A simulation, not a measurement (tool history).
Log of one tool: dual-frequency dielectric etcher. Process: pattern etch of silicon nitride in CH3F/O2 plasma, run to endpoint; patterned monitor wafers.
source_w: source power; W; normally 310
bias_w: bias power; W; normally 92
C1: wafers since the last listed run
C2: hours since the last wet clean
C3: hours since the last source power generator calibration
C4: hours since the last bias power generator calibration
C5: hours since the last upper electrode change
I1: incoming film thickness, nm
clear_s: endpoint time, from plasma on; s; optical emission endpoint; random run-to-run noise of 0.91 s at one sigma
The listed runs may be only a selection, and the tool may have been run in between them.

{"run": 1, "day": 0.0, "source_w": 310, "bias_w": 92, "C1": 0, "C2": 532.2, "C3": 3065.5, "C4": 2345.7, "C5": 4598.2, "I1": 110.4, "clear_s": 119.7}
{"run": 2, "day": 1.538, "source_w": 310, "bias_w": 92, "C1": 220, "C2": 569.1, "C3": 3102.4, "C4": 2382.6, "C5": 4635.1, "I1": 111.7, "clear_s": 119.9}
{"day": 4.192, "done": "upper electrode replaced"}
{"run": 3, "day": 4.529, "source_w": 340, "bias_w": 92, "C1": 285, "C2": 640.9, "C3": 3174.2, "C4": 2454.4, "C5": 8.1, "I1": 109.9, "clear_s": 116.5}
{"day": 7.662, "done": "wet clean of the chamber"}
{"run": 4, "day": 7.683, "source_w": 310, "bias_w": 92, "C1": 308, "C2": 0.5, "C3": 3249.9, "C4": 2530.1, "C5": 83.8, "I1": 111.2, "clear_s": 126.0}
{"run": 5, "day": 9.317, "source_w": 310, "bias_w": 92, "C1": 234, "C2": 39.7, "C3": 3289.1, "C4": 2569.3, "C5": 123.0, "I1": 110.9, "clear_s": 127.3}
{"run": 6, "day": 12.3, "source_w": 310, "bias_w": 92, "C1": 427, "C2": 111.3, "C3": 3360.7, "C4": 2640.9, "C5": 194.6, "I1": 109.9, "clear_s": 125.5}
{"run": 7, "day": 14.217, "source_w": 310, "bias_w": 92, "C1": 274, "C2": 157.3, "C3": 3406.7, "C4": 2686.9, "C5": 240.6, "I1": 110.5, "clear_s": 124.4}
{"run": 8, "day": 15.988, "source_w": 310, "bias_w": 92, "C1": 253, "C2": 199.8, "C3": 3449.2, "C4": 2729.4, "C5": 283.1, "I1": 111.7, "clear_s": 126.4}
{"run": 9, "day": 18.85, "source_w": 310, "bias_w": 92, "C1": 410, "C2": 268.5, "C3": 3517.9, "C4": 2798.1, "C5": 351.8, "I1": 111.3, "clear_s": 124.0}
{"run": 10, "day": 23.158, "source_w": 310, "bias_w": 92, "C1": 617, "C2": 371.9, "C3": 3621.3, "C4": 2901.5, "C5": 455.2, "I1": 110.0, "clear_s": 120.6}
{"run": 11, "day": 25.729, "source_w": 310, "bias_w": 92, "C1": 368, "C2": 433.6, "C3": 3683.0, "C4": 2963.2, "C5": 516.9, "I1": 110.0, "clear_s": 121.5}
{"day": 34.171, "done": "wet clean of the chamber"}
{"run": 12, "day": 37.838, "source_w": 350, "bias_w": 99, "C1": 1593, "C2": 88.0, "C3": 3973.6, "C4": 3253.8, "C5": 807.5, "I1": 109.4, "clear_s": 119.8}
{"run": 13, "day": 41.212, "source_w": 310, "bias_w": 82, "C1": 484, "C2": 169.0, "C3": 4054.6, "C4": 3334.8, "C5": 888.5, "I1": 109.9, "clear_s": 123.7}
{"day": 47.808, "done": "bias power generator calibrated"}
{"run": 14, "day": 49.808, "source_w": 390, "bias_w": 81, "C1": 1208, "C2": 375.3, "C3": 4260.9, "C4": 48.0, "C5": 1094.8, "I1": 110.0, "clear_s": 118.8}
{"run": 15, "day": 53.129, "source_w": 310, "bias_w": 80, "C1": 476, "C2": 455.0, "C3": 4340.6, "C4": 127.7, "C5": 1174.5, "I1": 110.9, "clear_s": 126.1}
{"day": 56.233, "done": "source power generator calibrated"}
{"run": 16, "day": 57.308, "source_w": 360, "bias_w": 100, "C1": 575, "C2": 555.3, "C3": 25.8, "C4": 228.0, "C5": 1274.8, "I1": 111.4, "clear_s": 115.6}
{"run": 17, "day": 58.808, "source_w": 250, "bias_w": 74, "C1": 215, "C2": 591.3, "C3": 61.8, "C4": 264.0, "C5": 1310.8, "I1": 109.4, "clear_s": 128.5}
{"day": 60.721, "done": "wet clean of the chamber"}
{"run": 18, "day": 60.742, "source_w": 360, "bias_w": 105, "C1": 133, "C2": 0.5, "C3": 108.2, "C4": 310.4, "C5": 1357.2, "I1": 110.3, "clear_s": 117.2}
{"run": 19, "day": 64.138, "source_w": 310, "bias_w": 92, "C1": 487, "C2": 82.0, "C3": 189.7, "C4": 391.9, "C5": 1438.7, "I1": 111.1, "clear_s": 125.7}
{"run": 20, "day": 66.975, "source_w": 270, "bias_w": 99, "C1": 406, "C2": 150.1, "C3": 257.8, "C4": 460.0, "C5": 1506.8, "I1": 109.3, "clear_s": 123.2}
{"run": 21, "day": 68.712, "source_w": 340, "bias_w": 77, "C1": 249, "C2": 191.8, "C3": 299.5, "C4": 501.7, "C5": 1548.5, "I1": 109.9, "clear_s": 125.0}
{"run": 22, "day": 72.079, "source_w": 310, "bias_w": 92, "C1": 482, "C2": 272.6, "C3": 380.3, "C4": 582.5, "C5": 1629.3, "I1": 110.5, "clear_s": 123.1}
{"run": 23, "day": 74.067, "source_w": 370, "bias_w": 92, "C1": 285, "C2": 320.3, "C3": 428.0, "C4": 630.2, "C5": 1677.0, "I1": 109.5, "clear_s": 117.2}
{"run": 24, "day": 76.804, "source_w": 280, "bias_w": 106, "C1": 392, "C2": 386.0, "C3": 493.7, "C4": 695.9, "C5": 1742.7, "I1": 110.0, "clear_s": 120.4}
{"run": 25, "day": 79.725, "source_w": 270, "bias_w": 103, "C1": 418, "C2": 456.1, "C3": 563.8, "C4": 766.0, "C5": 1812.8, "I1": 110.8, "clear_s": 122.1}
{"run": 26, "day": 82.538, "source_w": 290, "bias_w": 81, "C1": 403, "C2": 523.6, "C3": 631.3, "C4": 833.5, "C5": 1880.3, "I1": 110.0, "clear_s": 127.6}
{"run": 27, "day": 86.733, "source_w": 390, "bias_w": 92, "C1": 601, "C2": 624.3, "C3": 732.0, "C4": 934.2, "C5": 1981.0, "I1": 110.1, "clear_s": 115.5}
{"run": 28, "day": 88.562, "source_w": 310, "bias_w": 92, "C1": 262, "C2": 668.2, "C3": 775.9, "C4": 978.1, "C5": 2024.9, "I1": 110.4, "clear_s": 119.0}
{"run": 29, "day": 90.55, "source_w": 250, "bias_w": 92, "C1": 285, "C2": 715.9, "C3": 823.6, "C4": 1025.8, "C5": 2072.6, "I1": 110.3, "clear_s": 123.8}
{"day": 93.0, "done": "wet clean of the chamber"}
{"run": 30, "day": 94.117, "source_w": 270, "bias_w": 81, "C1": 368, "C2": 26.8, "C3": 909.2, "C4": 1111.4, "C5": 2158.2, "I1": 110.0, "clear_s": 132.6}
{"run": 31, "day": 98.088, "source_w": 310, "bias_w": 92, "C1": 569, "C2": 122.1, "C3": 1004.5, "C4": 1206.7, "C5": 2253.5, "I1": 110.1, "clear_s": 125.0}
{"run": 32, "day": 100.596, "source_w": 310, "bias_w": 92, "C1": 359, "C2": 182.3, "C3": 1064.7, "C4": 1266.9, "C5": 2313.7, "I1": 109.9, "clear_s": 124.1}
{"run": 33, "day": 104.829, "source_w": 310, "bias_w": 92, "C1": 607, "C2": 283.9, "C3": 1166.3, "C4": 1368.5, "C5": 2415.3, "I1": 110.3, "clear_s": 123.3}
{"run": 34, "day": 108.629, "source_w": 240, "bias_w": 92, "C1": 545, "C2": 375.1, "C3": 1257.5, "C4": 1459.7, "C5": 2506.5, "I1": 110.8, "clear_s": 128.9}

Branching from run 34: 5 alternative next runs. What would each branch give?
{"run": "A", "day": 108.65, "source_w": 310, "bias_w": 92, "C1": 2, "C2": 375.6, "C3": 1258.0, "C4": 1460.2, "C5": 2507.0, "I1": 109.6, "clear_s": "?"}
{"run": "B", "day": 108.65, "source_w": 260, "bias_w": 74, "C1": 2, "C2": 375.6, "C3": 1258.0, "C4": 1460.2, "C5": 2507.0, "I1": 109.6, "clear_s": "?"}
{"run": "C", "day": 108.65, "source_w": 330, "bias_w": 70, "C1": 2, "C2": 375.6, "C3": 1258.0, "C4": 1460.2, "C5": 2507.0, "I1": 109.6, "clear_s": "?"}
{"run": "D", "day": 108.65, "source_w": 310, "bias_w": 114, "C1": 2, "C2": 375.6, "C3": 1258.0, "C4": 1460.2, "C5": 2507.0, "I1": 109.6, "clear_s": "?"}
{"run": "E", "day": 108.65, "source_w": 310, "bias_w": 102, "C1": 2, "C2": 375.6, "C3": 1258.0, "C4": 1460.2, "C5": 2507.0, "I1": 109.6, "clear_s": "?"}

run=A clear_s=121.0
run=B clear_s=130.6
run=C clear_s=126.4
run=D clear_s=115.1
run=E clear_s=118.2
The same runs, with their run-to-run variation unchanged, on a tool lacking any hidden condition would have given:
run=A clear_s=123.8
run=B clear_s=133.6
run=C clear_s=129.4
run=D clear_s=117.8
run=E clear_s=120.9
